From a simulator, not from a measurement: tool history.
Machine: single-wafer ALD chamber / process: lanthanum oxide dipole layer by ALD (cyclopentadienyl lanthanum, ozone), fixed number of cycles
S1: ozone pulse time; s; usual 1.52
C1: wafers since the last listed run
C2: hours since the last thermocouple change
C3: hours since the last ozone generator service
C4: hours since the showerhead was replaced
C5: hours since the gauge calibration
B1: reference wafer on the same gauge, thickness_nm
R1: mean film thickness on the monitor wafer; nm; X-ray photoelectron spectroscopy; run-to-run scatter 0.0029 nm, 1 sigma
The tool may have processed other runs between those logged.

Run 1, day 0.000: usual settings; C1 0; C2 1170.2; C3 549.2; C4 1788.8; C5 149.4; B1 0.642. Result: R1 0.587 nm.
Run 2, day 0.533: usual settings; C1 283; C2 1183.0; C3 562.0; C4 1801.6; C5 162.2; B1 0.644. Result: R1 0.585 nm.
Run 3, day 2.033: usual settings but S1 1.16 s; C1 797; C2 1219.0; C3 598.0; C4 1837.6; C5 198.2; B1 0.643. Result: R1 0.537 nm.
Run 4, day 3.192: usual settings but S1 1.16 s; C1 616; C2 1246.8; C3 625.8; C4 1865.4; C5 226.0; B1 0.642. Result: R1 0.541 nm.
Run 5, day 3.775: usual settings but S1 1.16 s; C1 310; C2 1260.8; C3 639.8; C4 1879.4; C5 240.0; B1 0.643. Result: R1 0.543 nm.
Run 6, day 5.567: usual settings but S1 1.15 s; C1 953; C2 1303.8; C3 682.8; C4 1922.4; C5 283.0; B1 0.643. Result: R1 0.537 nm.
Run 7, day 6.788: usual settings but S1 1.15 s; C1 649; C2 1333.1; C3 712.1; C4 1951.7; C5 312.3; B1 0.643. Result: R1 0.538 nm.
Run 8, day 11.083: usual settings; C1 2285; C2 1436.2; C3 815.2; C4 2054.8; C5 415.4; B1 0.644. Result: R1 0.587 nm.
Run 9, day 11.708: usual settings; C1 332; C2 1451.2; C3 830.2; C4 2069.8; C5 430.4; B1 0.642. Result: R1 0.582 nm.
Run 10, day 12.488: usual settings; C1 414; C2 1469.9; C3 848.9; C4 2088.5; C5 449.1; B1 0.642. Result: R1 0.583 nm.
Run 11, day 13.121: usual settings but S1 1.18 s; C1 336; C2 1485.1; C3 864.1; C4 2103.7; C5 464.3; B1 0.643. Result: R1 0.546 nm.
At day 13.862: ozone generator serviced.
Run 12, day 14.579: usual settings; C1 598; C2 1520.1; C3 17.2; C4 2138.7; C5 499.3; B1 0.643. Result: R1 0.606 nm.
Run 13, day 15.746: usual settings; C1 620; C2 1548.1; C3 45.2; C4 2166.7; C5 527.3; B1 0.642. Result: R1 0.600 nm.
Run 14, day 18.454: usual settings but S1 1.66 s; C1 1440; C2 1613.1; C3 110.2; C4 2231.7; C5 592.3; B1 0.641. Result: R1 0.612 nm.
Run 15, day 19.558: usual settings; C1 587; C2 1639.6; C3 136.7; C4 2258.2; C5 618.8; B1 0.644. Result: R1 0.599 nm.
Run 16, day 20.912: usual settings; C1 720; C2 1672.1; C3 169.2; C4 2290.7; C5 651.3; B1 0.642. Result: R1 0.597 nm.
Run 17, day 22.200: usual settings; C1 684; C2 1703.0; C3 200.1; C4 2321.6; C5 682.2; B1 0.643. Result: R1 0.593 nm.
Run 18, day 23.417: usual settings; C1 647; C2 1732.2; C3 229.3; C4 2350.8; C5 711.4; B1 0.644. Result: R1 0.597 nm.
At day 24.458: thermocouple changed; heater temperature recalibrated.
Run 19, day 24.812: usual settings but S1 1.03 s; C1 565; C2 8.5; C3 262.8; C4 2384.3; C5 744.9; B1 0.643. Result: R1 0.527 nm.
Run 20, day 26.104: usual settings but S1 1.67 s; C1 687; C2 39.5; C3 293.8; C4 2415.3; C5 775.9; B1 0.642. Result: R1 0.605 nm.
Run 21, day 27.308: usual settings but S1 0.99 s; C1 640; C2 68.4; C3 322.7; C4 2444.2; C5 804.8; B1 0.644. Result: R1 0.518 nm.
Run 22, day 28.158: usual settings but S1 1.10 s; C1 452; C2 88.8; C3 343.1; C4 2464.6; C5 825.2; B1 0.643. Result: R1 0.542 nm.
Run 23, day 29.733: usual settings but S1 0.92 s; C1 837; C2 126.6; C3 380.9; C4 2502.4; C5 863.0; B1 0.642. Result: R1 0.498 nm.
Run 24, day 30.867: usual settings; C1 602; C2 153.8; C3 408.1; C4 2529.6; C5 890.2; B1 0.644. Result: R1 0.590 nm.
Run 25, day 33.258: usual settings but S1 1.99 s; C1 1272; C2 211.2; C3 465.5; C4 2587.0; C5 947.6; B1 0.643. Result: R1 0.617 nm.
Run 26, day 34.017: usual settings; C1 403; C2 229.4; C3 483.7; C4 2605.2; C5 965.8; B1 0.642. Result: R1 0.584 nm.
At day 34.246: gauge calibrated.
At day 34.867: showerhead replaced.
Run 27, day 34.888: usual settings but S1 2.04 s; C1 285; C2 250.3; C3 504.6; C4 0.5; C5 15.4; B1 0.645. Result: R1 0.614 nm.
Run 28, day 37.621: usual settings but S1 1.72 s; C1 1453; C2 315.9; C3 570.2; C4 66.1; C5 81.0; B1 0.645. Result: R1 0.605 nm.
Run 29, day 38.817: usual settings; C1 636; C2 344.6; C3 598.9; C4 94.8; C5 109.7; B1 0.643. Result: R1 0.588 nm.
Run 30, day 39.621: usual settings but S1 1.83 s; C1 427; C2 363.9; C3 618.2; C4 114.1; C5 129.0; B1 0.644. Result: R1 0.606 nm.
Run 31, day 43.954: usual settings; C1 2304; C2 467.9; C3 722.2; C4 218.1; C5 233.0; B1 0.642. Result: R1 0.591 nm.
Run 32, day 44.921: usual settings but S1 0.97 s; C1 514; C2 491.1; C3 745.4; C4 241.3; C5 256.2; B1 0.645. Result: R1 0.501 nm.
Run 33, day 46.408: usual settings but S1 1.11 s; C1 791; C2 526.8; C3 781.1; C4 277.0; C5 291.9; B1 0.643. Result: R1 0.530 nm.
Run 34, day 47.583: usual settings; C1 624; C2 555.0; C3 809.3; C4 305.2; C5 320.1; B1 0.643. Result: R1 0.587 nm.
At day 48.588: ozone generator serviced.
Run 35, day 48.742: usual settings but S1 2.08 s; C1 438; C2 582.8; C3 3.7; C4 333.0; C5 347.9; B1 0.643. Result: R1 0.632 nm.

Take each entry between the runs: how does the hidden state at the last listed run before it differ from the hidden state at the first listed run after it?
Logged between run 11 and run 12: ozone generator serviced (day 13.862)
  ozone dose above that of a generator just serviced (%): -17.1 -> -1.84
  measured less the result without the state, R1: -0.033 -> -0.001 nm
Logged between run 18 and run 19: thermocouple changed; heater temperature recalibrated (day 24.458)
  ozone dose above that of a generator just serviced (%): -10 -> -10.8
  measured less the result without the state, R1: -0.011 -> -0.021 nm
Logged between run 26 and run 27: gauge calibrated (day 34.246); showerhead replaced (day 34.867)
  ozone dose above that of a generator just serviced (%): -14.1 -> -14.3
  measured less the result without the state, R1: -0.018 -> -0.009 nm
Logged between run 34 and run 35: ozone generator serviced (day 48.588)
  ozone dose above that of a generator just serviced (%): -15.9 -> -2.49
  measured less the result without the state, R1: -0.020 -> -0.001 nm

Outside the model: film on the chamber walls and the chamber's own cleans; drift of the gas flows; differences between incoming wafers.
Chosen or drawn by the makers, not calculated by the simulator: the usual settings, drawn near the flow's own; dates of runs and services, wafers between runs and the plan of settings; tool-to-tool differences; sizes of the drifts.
